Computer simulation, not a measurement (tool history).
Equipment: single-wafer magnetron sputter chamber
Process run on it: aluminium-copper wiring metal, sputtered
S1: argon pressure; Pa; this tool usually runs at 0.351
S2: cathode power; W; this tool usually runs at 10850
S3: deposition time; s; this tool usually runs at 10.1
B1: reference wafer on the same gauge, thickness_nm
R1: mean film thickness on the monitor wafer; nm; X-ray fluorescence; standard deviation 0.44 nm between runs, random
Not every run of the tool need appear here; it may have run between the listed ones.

run,hour,S1,S2,S3,B1,R1
1,0,0.301,10850,10.1,197.062,172.498
2,42.5,0.351,10850,8.7,197.1,144.435
3,78.9,0.351,10850,8.7,197.07,143.435
4,142.3,0.351,10850,8.7,197.011,143.707
5,173.4,0.351,10850,10.1,196.872,166.625
6,220.7,0.351,10850,10.1,197.003,166.342
# hour 279.6: sputter target and shields replaced
7,280.3,0.443,10850,9.5,197.005,147.817
8,310.7,0.443,10850,9.5,196.97,147.478
9,363.2,0.443,10850,9.5,197.121,147.776
10,407.8,0.351,10850,10.1,196.921,166.081
11,456.6,0.351,10850,10.1,196.988,166.402
12,508,0.351,10850,10.1,196.873,166.073
13,575.7,0.31,10850,10.1,196.989,171.199
# hour 683: sputter target and shields replaced
14,690.3,0.31,10850,10.1,197.045,170.597
15,720.8,0.31,10850,10.1,196.934,170.444
16,788,0.351,10850,10.1,197.073,164.568
17,837.1,0.351,10850,10.1,197.127,165.877
18,865.5,0.313,10850,11.3,196.977,190.018
19,927.6,0.351,9950,9.6,197.069,144.552
20,967.6,0.351,10850,10.1,197.002,165.416
# hour 999.3: sputter target and shields replaced
21,1004.7,0.234,11750,12.1,197.012,232.187
# hour 1059.4: gauge calibrated
# hour 1063.2: capacitance manometer re-zeroed and calibrated
# hour 1104: magnet pack replaced, of another model than before
22,1122.4,0.243,11700,9.1,197.147,169.39
23,1160.4,0.443,10850,9.5,196.924,153.28
24,1217.5,0.351,10850,11.5,197.056,192.302
25,1249.9,0.351,12650,8.8,197.041,170.921
26,1275.7,0.398,9000,11.4,196.905,154.645
27,1303,0.466,9400,10.1,197.014,140.243
28,1382,0.254,12250,12,197.035,232.216
# hour 1392.5: sputter target and shields replaced
29,1436.9,0.413,9050,8.5,197.018,115.544
30,1493.2,0.351,10850,10.1,197.093,167.334
31,1529,0.351,10850,10.1,197.072,168.744
32,1569.5,0.31,10850,10.1,196.96,170.13
33,1746.9,0.351,10850,10.1,197.042,168.554
# hour 1788.9: sputter target and shields replaced
34,1789.4,0.397,12750,10.6,196.956,203.376
35,1807.6,0.46,10850,10.1,196.867,161.184

For each run, what was the tool's unlogged condition?
deposition rate above that of a new target (%): 0 at every run
gauge reads high (%): 0 at every run
H1: true argon pressure above the setpoint (%)
run,H1
1,4.59
2,4.76
3,4.9
4,5.14
5,5.26
6,5.44
7,5.67
8,5.79
9,5.99
10,6.16
11,6.35
12,6.55
13,6.81
14,7.25
15,7.37
16,7.63
17,7.82
18,7.93
19,8.16
20,8.32
21,8.46
22,0.337
23,0.484
24,0.703
25,0.828
26,0.928
27,1.03
28,1.34
29,1.55
30,1.77
31,1.9
32,2.06
33,2.74
34,2.91
35,2.98
